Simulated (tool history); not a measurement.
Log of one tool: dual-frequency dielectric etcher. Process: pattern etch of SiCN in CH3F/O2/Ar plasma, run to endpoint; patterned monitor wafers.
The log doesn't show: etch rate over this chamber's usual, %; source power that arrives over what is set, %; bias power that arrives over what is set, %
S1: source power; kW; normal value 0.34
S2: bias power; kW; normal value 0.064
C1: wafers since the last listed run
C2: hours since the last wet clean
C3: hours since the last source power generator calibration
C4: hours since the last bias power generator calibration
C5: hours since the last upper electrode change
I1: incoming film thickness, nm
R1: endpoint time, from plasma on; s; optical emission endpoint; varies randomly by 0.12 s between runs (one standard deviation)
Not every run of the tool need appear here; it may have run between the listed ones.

{"run": 1, "hour": 0.0, "S1": 0.3, "S2": 0.064, "C1": 0, "C2": 436.3, "C3": 4551.2, "C4": 4524.1, "C5": 3477.6, "I1": 12.83, "R1": 39.5}
{"run": 2, "hour": 12.0, "S1": 0.3, "S2": 0.064, "C1": 131, "C2": 448.3, "C3": 4563.2, "C4": 4536.1, "C5": 3489.6, "I1": 12.85, "R1": 39.7}
{"run": 3, "hour": 25.6, "S1": 0.3, "S2": 0.064, "C1": 149, "C2": 461.9, "C3": 4576.8, "C4": 4549.7, "C5": 3503.2, "I1": 12.75, "R1": 39.1}
{"run": 4, "hour": 39.9, "S1": 0.34, "S2": 0.076, "C1": 156, "C2": 476.2, "C3": 4591.1, "C4": 4564, "C5": 3517.5, "I1": 12.69, "R1": 36.1}
{"run": 5, "hour": 49.4, "S1": 0.34, "S2": 0.059, "C1": 104, "C2": 485.7, "C3": 4600.6, "C4": 4573.5, "C5": 3527, "I1": 12.95, "R1": 38.8}
{"run": 6, "hour": 58.7, "S1": 0.34, "S2": 0.059, "C1": 101, "C2": 495, "C3": 4609.9, "C4": 4582.8, "C5": 3536.3, "I1": 12.81, "R1": 38.2}
{"run": 7, "hour": 66.5, "S1": 0.34, "S2": 0.059, "C1": 85, "C2": 502.8, "C3": 4617.7, "C4": 4590.6, "C5": 3544.1, "I1": 12.82, "R1": 38.1}
{"hour": 115.4, "done": "bias power generator calibrated"}
{"hour": 123.7, "done": "upper electrode replaced"}
{"hour": 127.6, "done": "source power generator calibrated"}
{"run": 8, "hour": 128.1, "S1": 0.34, "S2": 0.064, "C1": 498, "C2": 564.4, "C3": 0.5, "C4": 12.7, "C5": 4.4, "I1": 12.64, "R1": 37}
{"run": 9, "hour": 128.4, "S1": 0.34, "S2": 0.064, "C1": 3, "C2": 564.7, "C3": 0.8, "C4": 13, "C5": 4.7, "I1": 12.85, "R1": 37.5}
{"run": 10, "hour": 130.3, "S1": 0.34, "S2": 0.064, "C1": 20, "C2": 566.6, "C3": 2.7, "C4": 14.9, "C5": 6.6, "I1": 12.77, "R1": 37.1}
{"run": 11, "hour": 139.5, "S1": 0.36, "S2": 0.064, "C1": 100, "C2": 575.8, "C3": 11.9, "C4": 24.1, "C5": 15.8, "I1": 12.86, "R1": 37}
{"run": 12, "hour": 155.0, "S1": 0.4, "S2": 0.077, "C1": 169, "C2": 591.3, "C3": 27.4, "C4": 39.6, "C5": 31.3, "I1": 12.76, "R1": 34.2}
{"hour": 185.8, "done": "wet clean of the chamber"}
{"run": 13, "hour": 186.3, "S1": 0.27, "S2": 0.078, "C1": 79, "C2": 0.5, "C3": 58.7, "C4": 70.9, "C5": 62.6, "I1": 12.81, "R1": 41.2}
{"run": 14, "hour": 186.6, "S1": 0.4, "S2": 0.077, "C1": 3, "C2": 0.8, "C3": 59, "C4": 71.2, "C5": 62.9, "I1": 12.97, "R1": 37.1}
{"run": 15, "hour": 186.9, "S1": 0.37, "S2": 0.057, "C1": 3, "C2": 1.1, "C3": 59.3, "C4": 71.5, "C5": 63.2, "I1": 12.79, "R1": 39.3}
{"run": 16, "hour": 198.4, "S1": 0.34, "S2": 0.064, "C1": 126, "C2": 12.6, "C3": 70.8, "C4": 83, "C5": 74.7, "I1": 12.92, "R1": 40.1}
{"run": 17, "hour": 215.5, "S1": 0.34, "S2": 0.059, "C1": 187, "C2": 29.7, "C3": 87.9, "C4": 100.1, "C5": 91.8, "I1": 12.75, "R1": 40.1}
{"run": 18, "hour": 231.0, "S1": 0.38, "S2": 0.052, "C1": 169, "C2": 45.2, "C3": 103.4, "C4": 115.6, "C5": 107.3, "I1": 12.93, "R1": 40.2}
{"run": 19, "hour": 242.3, "S1": 0.34, "S2": 0.056, "C1": 123, "C2": 56.5, "C3": 114.7, "C4": 126.9, "C5": 118.6, "I1": 12.77, "R1": 40.6}
{"run": 20, "hour": 266.0, "S1": 0.37, "S2": 0.064, "C1": 259, "C2": 80.2, "C3": 138.4, "C4": 150.6, "C5": 142.3, "I1": 12.78, "R1": 38.4}
{"run": 21, "hour": 293.8, "S1": 0.3, "S2": 0.074, "C1": 304, "C2": 108, "C3": 166.2, "C4": 178.4, "C5": 170.1, "I1": 12.84, "R1": 40.1}
{"run": 22, "hour": 301.9, "S1": 0.34, "S2": 0.064, "C1": 88, "C2": 116.1, "C3": 174.3, "C4": 186.5, "C5": 178.2, "I1": 12.83, "R1": 39.5}

Across each entry between runs, compare the hidden state at the last listed run before it with the hidden state at the first listed run after it:
After run 7, before run 8: bias power generator calibrated (hour 115.4); upper electrode replaced (hour 123.7); source power generator calibrated (hour 127.6)
  etch rate over this chamber's usual, %: 5.91 -> 6.51
  measured less the result without the state, R1: -2.2 -> -2.4 s
After run 12, before run 13: wet clean of the chamber (hour 185.8)
  etch rate over this chamber's usual, %: 6.78 -> -0.0188
  measured less the result without the state, R1: -2.3 -> +0 s
